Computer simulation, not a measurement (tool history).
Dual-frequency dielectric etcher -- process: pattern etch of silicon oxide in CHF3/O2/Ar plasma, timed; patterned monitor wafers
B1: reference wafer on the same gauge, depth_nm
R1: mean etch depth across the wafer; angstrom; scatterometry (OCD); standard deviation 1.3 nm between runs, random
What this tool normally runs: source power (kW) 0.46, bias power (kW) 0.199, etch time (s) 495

{"run": 1, "day": 0.0, "source power (kW)": 0.43, "bias power (kW)": 0.216, "etch time (s)": 495, "B1": 951.3, "R1": 8382}
{"run": 2, "day": 1.95, "source power (kW)": 0.43, "bias power (kW)": 0.216, "etch time (s)": 495, "B1": 950.8, "R1": 8357}
{"run": 3, "day": 3.421, "source power (kW)": 0.46, "bias power (kW)": 0.199, "etch time (s)": 495, "B1": 951.1, "R1": 8371}
{"run": 4, "day": 5.242, "source power (kW)": 0.46, "bias power (kW)": 0.199, "etch time (s)": 495, "B1": 950.7, "R1": 8346}
{"run": 5, "day": 7.008, "source power (kW)": 0.46, "bias power (kW)": 0.199, "etch time (s)": 495, "B1": 951.2, "R1": 8352}
{"run": 6, "day": 9.329, "source power (kW)": 0.55, "bias power (kW)": 0.164, "etch time (s)": 495, "B1": 951.3, "R1": 8472}
{"day": 12.525, "done": "wet clean of the chamber"}
{"run": 7, "day": 12.546, "source power (kW)": 0.55, "bias power (kW)": 0.164, "etch time (s)": 495, "B1": 950.9, "R1": 8603}
{"run": 8, "day": 14.058, "source power (kW)": 0.46, "bias power (kW)": 0.199, "etch time (s)": 426, "B1": 951, "R1": 7272}
{"run": 9, "day": 15.733, "source power (kW)": 0.46, "bias power (kW)": 0.199, "etch time (s)": 495, "B1": 951.3, "R1": 8412}
{"day": 17.767, "done": "upper electrode replaced"}
{"run": 10, "day": 18.479, "source power (kW)": 0.46, "bias power (kW)": 0.199, "etch time (s)": 495, "B1": 951.2, "R1": 8408}
{"run": 11, "day": 20.846, "source power (kW)": 0.46, "bias power (kW)": 0.199, "etch time (s)": 495, "B1": 951.3, "R1": 8398}
{"run": 12, "day": 22.175, "source power (kW)": 0.54, "bias power (kW)": 0.199, "etch time (s)": 495, "B1": 951.3, "R1": 8913}
{"run": 13, "day": 23.275, "source power (kW)": 0.46, "bias power (kW)": 0.199, "etch time (s)": 495, "B1": 950.3, "R1": 8388}
{"day": 24.183, "done": "source power generator calibrated"}
{"day": 27.912, "done": "bias power generator calibrated"}
{"day": 29.046, "done": "wet clean of the chamber"}
{"run": 14, "day": 31.142, "source power (kW)": 0.39, "bias power (kW)": 0.212, "etch time (s)": 495, "B1": 951, "R1": 7986}
{"run": 15, "day": 33.883, "source power (kW)": 0.38, "bias power (kW)": 0.238, "etch time (s)": 639, "B1": 951, "R1": 10545}
{"day": 34.408, "done": "gauge calibrated"}
{"run": 16, "day": 35.088, "source power (kW)": 0.39, "bias power (kW)": 0.212, "etch time (s)": 495, "B1": 951, "R1": 7956}
{"run": 17, "day": 38.075, "source power (kW)": 0.35, "bias power (kW)": 0.171, "etch time (s)": 567, "B1": 950.9, "R1": 8225}
{"run": 18, "day": 40.804, "source power (kW)": 0.51, "bias power (kW)": 0.156, "etch time (s)": 384, "B1": 951.1, "R1": 6269}
{"day": 42.575, "done": "wet clean of the chamber"}
{"run": 19, "day": 45.054, "source power (kW)": 0.46, "bias power (kW)": 0.199, "etch time (s)": 495, "B1": 951.4, "R1": 8369}
{"run": 20, "day": 51.933, "source power (kW)": 0.46, "bias power (kW)": 0.231, "etch time (s)": 495, "B1": 950.9, "R1": 8699}

Hidden state or all else? Some run-to-run changes of R1, split into what the settings, what came in and random variation would give without the hidden state, and what is left for the hidden state (with any gauge scatter that isn't in both results):
Unlogged tool condition in this case: etch rate over this chamber's usual, %; source power that arrives over what is set, %; bias power that arrives over what is set, %; gauge reads high (%).
Run 6 -> 7: wet clean of the chamber. R1 +131 angstrom: hidden state +124, all else +7.
Run 14 -> 15: source power (kW) 0.39 -> 0.38, bias power (kW) 0.212 -> 0.238, etch time (s) 495 -> 639. R1 +2559 angstrom: hidden state -28, all else +2587.
Run 15 -> 16: source power (kW) 0.38 -> 0.39, bias power (kW) 0.238 -> 0.212, etch time (s) 639 -> 495, gauge calibrated. R1 -2589 angstrom: hidden state -1, all else -2588.
Run 18 -> 19: source power (kW) 0.51 -> 0.46, bias power (kW) 0.156 -> 0.199, etch time (s) 384 -> 495, wet clean of the chamber. R1 +2100 angstrom: hidden state +71, all else +2029.

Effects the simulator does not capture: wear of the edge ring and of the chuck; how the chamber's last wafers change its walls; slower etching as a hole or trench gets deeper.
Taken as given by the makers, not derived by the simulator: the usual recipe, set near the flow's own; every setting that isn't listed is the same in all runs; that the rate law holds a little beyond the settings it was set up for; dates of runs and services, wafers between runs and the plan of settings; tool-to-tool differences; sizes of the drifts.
